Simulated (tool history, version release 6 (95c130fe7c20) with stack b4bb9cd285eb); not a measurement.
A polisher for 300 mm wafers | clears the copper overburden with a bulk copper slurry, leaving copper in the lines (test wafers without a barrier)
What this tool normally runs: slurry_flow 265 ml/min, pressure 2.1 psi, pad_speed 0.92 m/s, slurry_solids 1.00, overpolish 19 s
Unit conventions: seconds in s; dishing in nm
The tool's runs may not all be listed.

run    hour  slurry_flow  pressure  pad_speed  slurry_solids  overpolish  wafers since the last listed run  wafers polished on this pad  hours since the slurry nozzle was cleaned  hours since the head pressure was calibrated  hours since the slurry blender was calibrated  incoming thickness of the incoming film, nm  seconds  dishing
  1     0.0          265       2.1       0.92           1.00          19                                 0                         2397                                       12.8                                         826.6                                          325.0                                        893.4    122.3     58.2
  2    88.4          265       2.1       0.92           1.00          19                               596                         2993                                      101.2                                         915.0                                          413.4                                        911.3    129.5     58.5
  3   167.4          265       2.1       0.92           1.00          19                               532                         3526                                      180.2                                         994.0                                          492.4                                        907.0    130.3     58.3
      178.4  -- slurry blender recalibrated
  4   271.6          240       2.1       0.92           1.00          19                               689                         4215                                      284.4                                        1098.2                                           93.2                                        916.6    135.5     58.2
      282.9  -- worn pad replaced by a new one, of another model than before
      296.8  -- head pressure recalibrated
  5   346.5          265       2.5       1.08           1.00          19                               464                          415                                      359.3                                          49.7                                          168.1                                        886.6     99.7     65.9
  6   418.6          265       2.5       1.08           1.00          19                               486                          901                                      431.4                                         121.8                                          240.2                                        907.7    107.2     66.1
      496.8  -- slurry nozzle cleaned
  7   522.2          265       2.1       0.92           1.00          19                               691                         1593                                       25.4                                         225.4                                          343.8                                        902.5    126.7     57.9
  8   579.0          265       2.3       0.92           1.00          12                               383                         1976                                       82.2                                         282.2                                          400.6                                        902.8    116.2     49.5
  9   648.9          265       2.1       0.92           1.00          19                               471                         2448                                      152.1                                         352.1                                          470.5                                        913.2    127.5     56.5
 10   708.0          265       2.1       0.92           1.00          27                               398                         2846                                      211.2                                         411.2                                          529.6                                        914.0    131.7     66.0
      774.1  -- slurry blender recalibrated
 11   799.5          265       2.1       0.92           1.00          19                               603                         3450                                      302.7                                         502.7                                           25.4                                        911.9    136.7     55.0
      808.9  -- worn pad replaced by a new one
 12   884.4          195       2.1       0.92           1.25          19                               545                          508                                      387.6                                         587.6                                          110.3                                        900.6    154.3     55.5
 13   927.4          355       1.7       0.92           1.15          23                               290                          798                                      430.6                                         630.6                                          153.3                                        898.6    155.5     55.4
 14  1029.5          265       2.1       0.92           0.75          14                               688                         1487                                      532.7                                         732.7                                          255.4                                        898.9    162.0     42.1
 15  1117.1          310       1.7       0.92           1.00          19                               590                         2078                                      620.3                                         820.3                                          343.0                                        921.2    197.6     47.0
 16  1154.3          265       2.1       0.92           1.00          19                               250                         2329                                      657.5                                         857.5                                          380.2                                        894.7    177.6     51.3
     1164.2  -- slurry nozzle cleaned
 17  1194.8          265       2.1       0.92           1.20          19                               266                         2595                                       30.6                                         898.0                                          420.7                                        885.0    118.5     60.3
 18  1232.9          265       2.1       0.92           1.00          19                               256                         2852                                       68.7                                         936.1                                          458.8                                        904.0    129.4     59.7
 19  1319.6          265       2.1       0.92           0.80          19                               584                         3437                                      155.4                                        1022.8                                          545.5                                        910.5    135.7     56.7
 20  1360.6          320       2.7       0.92           1.30          10                               276                         3713                                      196.4                                        1063.8                                          586.5                                        905.7     93.5     52.5
     1400.5  -- worn pad replaced by a new one
     1435.6  -- slurry blender recalibrated
 21  1439.5          195       2.5       0.92           1.00          19                               491                          249                                      275.3                                        1142.7                                            3.9                                        905.0    123.4     60.9
 22  1515.2          295       2.1       0.92           1.00          19                               510                          760                                      351.0                                        1218.4                                           79.6                                        904.1    132.5     58.7
 23  1590.1          265       2.1       0.92           1.00           9                               505                         1265                                      425.9                                        1293.3                                          154.5                                        912.3    138.0     38.0
 24  1677.6          265       2.1       0.92           1.00          19                               590                         1855                                      513.4                                        1380.8                                          242.0                                        909.3    145.8     55.0
     1738.1  -- slurry nozzle cleaned
     1765.1  -- head pressure recalibrated
 25  1771.5          265       2.7       0.92           1.00          26                               613                         2468                                       33.4                                           6.4                                          335.9                                        894.9     96.8     72.9
 26  1840.8          265       2.1       0.92           1.00          19                               467                         2935                                      102.7                                          75.7                                          405.2                                        896.4    127.2     57.3
 27  1935.4          265       2.1       0.92           1.00          19                               638                         3573                                      197.3                                         170.3                                          499.8                                        903.1    133.2     58.3
     1951.8  -- worn pad replaced by a new one
     1986.8  -- slurry blender recalibrated
 28  1992.1          290       2.1       1.06           1.00          30                               341                          258                                      254.0                                         227.0                                            5.3                                        886.4    118.9     68.9

Each row is a separate what-if for the run after 28, all from the same tool condition, not one after another. Results?
  A  1992.6          265       2.1       0.92           1.00          19                                 3                          261                                      254.5                                         227.5                                            5.8                                        886.6        ?        ?
  B  1992.6          265       1.8       0.92           1.00          16                                 3                          261                                      254.5                                         227.5                                            5.8                                        886.6        ?        ?
  C  1992.6          265       2.7       0.92           0.80          19                                 3                          261                                      254.5                                         227.5                                            5.8                                        886.6        ?        ?
  D  1992.6          265       2.1       0.92           0.90          19                                 3                          261                                      254.5                                         227.5                                            5.8                                        886.6        ?        ?

run  seconds  dishing
  A    136.2     58.1
  B    158.8     48.0
  C    111.5     66.2
  D    139.5     57.4
Without the tool's unlogged condition, the same runs would have read:
run  seconds  dishing
  A    127.1     59.8
  B    148.3     49.8
  C    104.1     68.0
  D    130.2     59.2
